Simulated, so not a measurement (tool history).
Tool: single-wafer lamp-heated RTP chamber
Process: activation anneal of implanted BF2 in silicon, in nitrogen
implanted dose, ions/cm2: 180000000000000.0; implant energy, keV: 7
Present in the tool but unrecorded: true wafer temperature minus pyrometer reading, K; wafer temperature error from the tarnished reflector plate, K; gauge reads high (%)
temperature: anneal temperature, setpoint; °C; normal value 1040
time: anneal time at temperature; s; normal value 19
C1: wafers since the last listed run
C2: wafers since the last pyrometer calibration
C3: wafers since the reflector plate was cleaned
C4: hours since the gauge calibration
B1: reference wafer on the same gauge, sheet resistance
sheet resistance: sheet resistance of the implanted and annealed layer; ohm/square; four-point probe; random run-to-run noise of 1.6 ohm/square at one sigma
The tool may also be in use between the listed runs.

Run 1, hour 0: usual settings; C1 0; C2 4637; C3 3877; C4 1477.5; B1 659.19. Result: sheet resistance 686.29 ohm/square.
Run 2, hour 57.2: usual settings; C1 879; C2 5516; C3 4756; C4 1534.7; B1 658.64. Result: sheet resistance 686.79 ohm/square.
Run 3, hour 218.8: usual settings; C1 2483; C2 8000; C3 7240; C4 1696.3; B1 659.08. Result: sheet resistance 684.93 ohm/square.
At hour 228.2: pyrometer window cleaned and pyrometer calibrated.
Run 4, hour 275.6: usual settings; C1 750; C2 727; C3 7990; C4 1753.1; B1 659.17. Result: sheet resistance 687.9 ohm/square.
Run 5, hour 358.1: usual settings but temperature 1024 °C, time 17 s; C1 1267; C2 1995; C3 9258; C4 1835.6; B1 658.86. Result: sheet resistance 702.27 ohm/square.
At hour 394.9: reflector plate cleaned.
Run 6, hour 438.8: usual settings but temperature 1024 °C, time 17 s; C1 1117; C2 3113; C3 675; C4 1916.3; B1 659.19. Result: sheet resistance 696.89 ohm/square.
Run 7, hour 503.9: usual settings but temperature 1024 °C, time 17 s; C1 1000; C2 4113; C3 1675; C4 1981.4; B1 658.94. Result: sheet resistance 700.08 ohm/square.
Run 8, hour 550.6: usual settings; C1 717; C2 4831; C3 2393; C4 2028.1; B1 658.98. Result: sheet resistance 684.2 ohm/square.
Run 9, hour 624: usual settings; C1 1128; C2 5959; C3 3521; C4 2101.5; B1 659.24. Result: sheet resistance 683.98 ohm/square.
Run 10, hour 714.5: usual settings; C1 1390; C2 7350; C3 4912; C4 2192; B1 658.96. Result: sheet resistance 683.7 ohm/square.
At hour 788.3: pyrometer window cleaned and pyrometer calibrated.
Run 11, hour 791: usual settings but time 27 s; C1 1052; C2 42; C3 5965; C4 2268.5; B1 659.11. Result: sheet resistance 668.83 ohm/square.
Run 12, hour 838.1: usual settings but time 27 s; C1 723; C2 765; C3 6689; C4 2315.6; B1 658.96. Result: sheet resistance 668.98 ohm/square.
Run 13, hour 874.6: usual settings but temperature 1016 °C, time 23 s; C1 560; C2 1326; C3 7250; C4 2352.1; B1 658.92. Result: sheet resistance 689.4 ohm/square.
Run 14, hour 975.6: usual settings; C1 1552; C2 2879; C3 8802; C4 2453.1; B1 658.77. Result: sheet resistance 678.76 ohm/square.
Run 15, hour 1072.4: usual settings; C1 1487; C2 4367; C3 10290; C4 2549.9; B1 658.78. Result: sheet resistance 678.29 ohm/square.
Run 16, hour 1148.4: usual settings; C1 1168; C2 5535; C3 11458; C4 2625.9; B1 659.31. Result: sheet resistance 679.7 ohm/square.
At hour 1160.3: reflector plate cleaned.
Run 17, hour 1186.6: usual settings; C1 464; C2 5999; C3 404; C4 2664.1; B1 659.22. Result: sheet resistance 678.08 ohm/square.
Run 18, hour 1253.6: usual settings; C1 1029; C2 7029; C3 1434; C4 2731.1; B1 659.04. Result: sheet resistance 678.15 ohm/square.
At hour 1311: pyrometer window cleaned and pyrometer calibrated, repeated, since the last time left the tool worse.
Run 19, hour 1357: usual settings but temperature 1064 °C, time 15 s; C1 1466; C2 706; C3 2900; C4 2834.5; B1 658.88. Result: sheet resistance 680.24 ohm/square.
At hour 1452.5: gauge calibrated.
Run 20, hour 1455.7: usual settings; C1 1516; C2 2223; C3 4417; C4 3.2; B1 659.05. Result: sheet resistance 683.16 ohm/square.
Run 21, hour 1511.5: usual settings but temperature 1063 °C, time 30 s; C1 857; C2 3081; C3 5275; C4 59; B1 658.99. Result: sheet resistance 653.31 ohm/square.
Run 22, hour 1590.2: usual settings; C1 1209; C2 4290; C3 6484; C4 137.7; B1 658.97. Result: sheet resistance 682.77 ohm/square.
Run 23, hour 1656.8: usual settings but temperature 1018 °C, time 8 s; C1 1023; C2 5314; C3 7508; C4 204.3; B1 658.73. Result: sheet resistance 723.87 ohm/square.
Run 24, hour 1706: usual settings but time 10 s; C1 756; C2 6070; C3 8264; C4 253.5; B1 659.12. Result: sheet resistance 705.11 ohm/square.
Run 25, hour 1788.9: usual settings but temperature 1058 °C, time 24 s; C1 1274; C2 7344; C3 9538; C4 336.4; B1 659.09. Result: sheet resistance 664.22 ohm/square.
Run 26, hour 1879.6: usual settings; C1 1394; C2 8738; C3 10932; C4 427.1; B1 658.95. Result: sheet resistance 684.25 ohm/square.
At hour 1888.5: pyrometer window cleaned and pyrometer calibrated.
At hour 1929.7: reflector plate cleaned.
Run 27, hour 1936.3: usual settings; C1 625; C2 611; C3 100; C4 483.8; B1 659.17. Result: sheet resistance 683.12 ohm/square.
Run 28, hour 2005.4: usual settings but temperature 1048 °C, time 28 s; C1 1062; C2 1673; C3 1162; C4 552.9; B1 658.71. Result: sheet resistance 669.67 ohm/square.
Run 29, hour 2085.7: usual settings; C1 1234; C2 2907; C3 2397; C4 633.2; B1 658.79. Result: sheet resistance 686.01 ohm/square.
Run 30, hour 2186.7: usual settings but temperature 1019 °C, time 13 s; C1 1552; C2 4459; C3 3949; C4 734.2; B1 658.91. Result: sheet resistance 710.96 ohm/square.
Run 31, hour 2277: usual settings but temperature 1023 °C, time 29 s; C1 1387; C2 5847; C3 5337; C4 824.5; B1 658.94. Result: sheet resistance 679.58 ohm/square.
At hour 2364.3: pyrometer window cleaned and pyrometer calibrated.
Run 32, hour 2391.1: usual settings but temperature 1063 °C, time 29 s; C1 1630; C2 412; C3 6968; C4 938.6; B1 659.33. Result: sheet resistance 655.49 ohm/square.
Run 33, hour 2451: usual settings but temperature 1018 °C, time 12 s; C1 920; C2 1333; C3 7888; C4 998.5; B1 658.97. Result: sheet resistance 718.8 ohm/square.
Run 34, hour 2558.8: usual settings but temperature 1055 °C; C1 1656; C2 2989; C3 9545; C4 1106.3; B1 659.16. Result: sheet resistance 677.27 ohm/square.
Run 35, hour 2621.1: usual settings but temperature 1069 °C, time 28 s; C1 957; C2 3947; C3 10503; C4 1168.6; B1 659.06. Result: sheet resistance 651.9 ohm/square.

Hidden state at the last listed run before each entry between runs and at the first one after, where it differs:
Between runs 3 and 4: pyrometer window cleaned and pyrometer calibrated (hour 228.2)
  true wafer temperature minus pyrometer reading, K: 6.32 -> 1.5
  the result without the hidden state subtracted from the measured one, sheet resistance: -4.22 -> -1.03 ohm/square
Between runs 5 and 6: reflector plate cleaned (hour 394.9)
  true wafer temperature minus pyrometer reading, K: 3.24 -> 4.33
  the result without the hidden state subtracted from the measured one, sheet resistance: -2.87 -> -3.77 ohm/square
Between runs 10 and 11: pyrometer window cleaned and pyrometer calibrated (hour 788.3)
  true wafer temperature minus pyrometer reading, K: 5.86 -> 9.85
  the result without the hidden state subtracted from the measured one, sheet resistance: -3.91 -> -6.26 ohm/square
Between runs 16 and 17: reflector plate cleaned (hour 1160.3)
  true wafer temperature minus pyrometer reading, K: 15.1 -> 15.3
  the result without the hidden state subtracted from the measured one, sheet resistance: -9.75 -> -9.83 ohm/square
Between runs 18 and 19: pyrometer window cleaned and pyrometer calibrated, repeated, since the last time left the tool worse (hour 1311)
  true wafer temperature minus pyrometer reading, K: 15.5 -> 2.15
  the result without the hidden state subtracted from the measured one, sheet resistance: -9.96 -> -1.15 ohm/square
Between runs 19 and 20: gauge calibrated (hour 1452.5)
  true wafer temperature minus pyrometer reading, K: 2.15 -> 4.17
  the result without the hidden state subtracted from the measured one, sheet resistance: -1.15 -> -2.79 ohm/square
Between runs 26 and 27: pyrometer window cleaned and pyrometer calibrated (hour 1888.5); reflector plate cleaned (hour 1929.7)
  true wafer temperature minus pyrometer reading, K: 6.7 -> 2.42
  the result without the hidden state subtracted from the measured one, sheet resistance: -4.46 -> -1.64 ohm/square
Between runs 31 and 32: pyrometer window cleaned and pyrometer calibrated (hour 2364.3)
  true wafer temperature minus pyrometer reading, K: 6.47 -> 0.865
  the result without the hidden state subtracted from the measured one, sheet resistance: -5.04 -> -0.65 ohm/square
